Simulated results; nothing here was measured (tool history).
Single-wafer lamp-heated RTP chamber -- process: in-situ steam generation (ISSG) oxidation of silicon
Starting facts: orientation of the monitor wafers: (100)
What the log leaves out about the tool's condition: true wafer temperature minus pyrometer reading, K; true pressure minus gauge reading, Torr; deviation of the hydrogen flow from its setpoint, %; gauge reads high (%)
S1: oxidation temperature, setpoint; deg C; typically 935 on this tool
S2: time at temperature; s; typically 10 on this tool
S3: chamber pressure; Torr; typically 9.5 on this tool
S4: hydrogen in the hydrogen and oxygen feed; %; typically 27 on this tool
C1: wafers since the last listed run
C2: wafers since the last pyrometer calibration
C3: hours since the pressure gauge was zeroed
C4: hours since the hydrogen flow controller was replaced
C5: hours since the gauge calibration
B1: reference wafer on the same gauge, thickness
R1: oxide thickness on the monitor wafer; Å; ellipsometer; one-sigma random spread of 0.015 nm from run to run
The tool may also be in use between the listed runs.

run,hour,S1,S2,S3,S4,C1,C2,C3,C4,C5,B1,R1
1,0,935,10,9.5,27,0,1703,2128.7,1020.1,478.4,4.02,36.7
2,68.6,935,10,9.5,24,839,2542,2197.3,1088.7,547,4.018,35.4
3,124.1,935,10,9.5,24,679,3221,2252.8,1144.2,602.5,4.018,35.46
# hour 133.5: pyrometer window cleaned and pyrometer calibrated
4,177,935,10,10.2,27,549,532,2305.7,1197.1,655.4,4.018,36.28
5,205.2,935,10,10.2,27,345,877,2333.9,1225.3,683.6,4.013,36.35
6,242.4,935,10,10.2,27,455,1332,2371.1,1262.5,720.8,4.019,36.41
7,287.6,935,10,9.5,27,552,1885,2416.3,1307.7,766,4.024,37.23
8,314.1,935,7,9.5,27,324,2209,2442.8,1334.2,792.5,4.02,32.76
9,347.6,935,10,9.5,27,409,2619,2476.3,1367.7,826,4.019,36.7
10,387.8,935,10,9.5,27,491,3111,2516.5,1407.9,866.2,4.012,36.8
11,430.2,935,10,9.5,27,518,3630,2558.9,1450.3,908.6,4.013,37.15
12,484.8,935,10,9.5,27,667,4298,2613.5,1504.9,963.2,4.021,37.35
# hour 494.9: pyrometer window cleaned and pyrometer calibrated, repeated, since the last time left the tool worse
13,555.2,935,10,9.5,27,763,738,2683.9,1575.3,1033.6,4.024,36.41
# hour 602.9: pressure gauge zeroed
14,603.4,929,10,9.5,27,491,1229,0.5,1623.5,1081.8,4.021,35.83
15,631.9,943,8,9.5,21,348,1578,29,1652,1110.3,4.021,32.04
16,698.6,935,10,9.5,27,816,2394,95.7,1718.7,1177,4.022,36.28
17,747.7,929,10,9.5,21,600,2995,144.8,1767.8,1226.1,4.022,33.9
# hour 773.5: pyrometer window cleaned and pyrometer calibrated
18,810.3,935,10,9.5,27,667,450,207.4,1830.4,1288.7,4.02,36.05
# hour 861.5: hydrogen flow controller replaced
19,868.6,935,10,10.2,32,615,1065,265.7,7.1,1347,4.019,37.4
20,895,922,14,9.5,27,322,1388,292.1,33.5,1373.4,4.018,39.78
21,960.7,935,10,9.5,27,803,2192,357.8,99.2,1439.1,4.017,36.13
22,1027,945,10,9.5,27,811,3003,424.1,165.5,1505.4,4.028,37.37
# hour 1028.6: gauge calibrated
# hour 1059.8: pyrometer window cleaned and pyrometer calibrated
23,1069.2,920,10,9.5,27,418,114,466.3,207.7,40.6,4.024,35.1
24,1102.2,943,10,9.5,27,403,518,499.3,240.7,73.6,4.024,37.08
25,1162.5,935,10,9,27,737,1256,559.6,301,133.9,4.015,36.41
26,1197,935,10,9.5,27,422,1678,594.1,335.5,168.4,4.018,36.43
27,1222.4,935,10,9.5,27,310,1989,619.5,360.9,193.8,4.014,36.25
28,1265.6,921,11,9.5,27,528,2517,662.7,404.1,237,4.023,36.48
29,1325.6,935,10,9.5,27,734,3251,722.7,464.1,297,4.019,36.24
# hour 1358.2: pyrometer window cleaned and pyrometer calibrated
30,1360.7,935,10,9.5,27,331,30,757.8,499.2,332.1,4.02,36.23

5 options for the next run, each taken on its own from the tool as it stands now. Forecast them:
A,1361.1,935,10,9.5,27,4,35,758.2,499.6,332.5,?,?
B,1361.1,935,10,9.5,32,4,35,758.2,499.6,332.5,?,?
C,1361.1,927,11,10.2,32,4,35,758.2,499.6,332.5,?,?
D,1361.1,949,10,9.5,31,4,35,758.2,499.6,332.5,?,?
E,1361.1,935,7,10.2,27,4,35,758.2,499.6,332.5,?,?

run,B1,R1
A,4.021,36.28
B,4.021,37.9
C,4.021,37.74
D,4.021,38.72
E,4.021,31.65
Without the tool's hidden state the same runs would have given:
run,R1
A,36.27
B,37.89
C,37.74
D,38.71
E,31.65
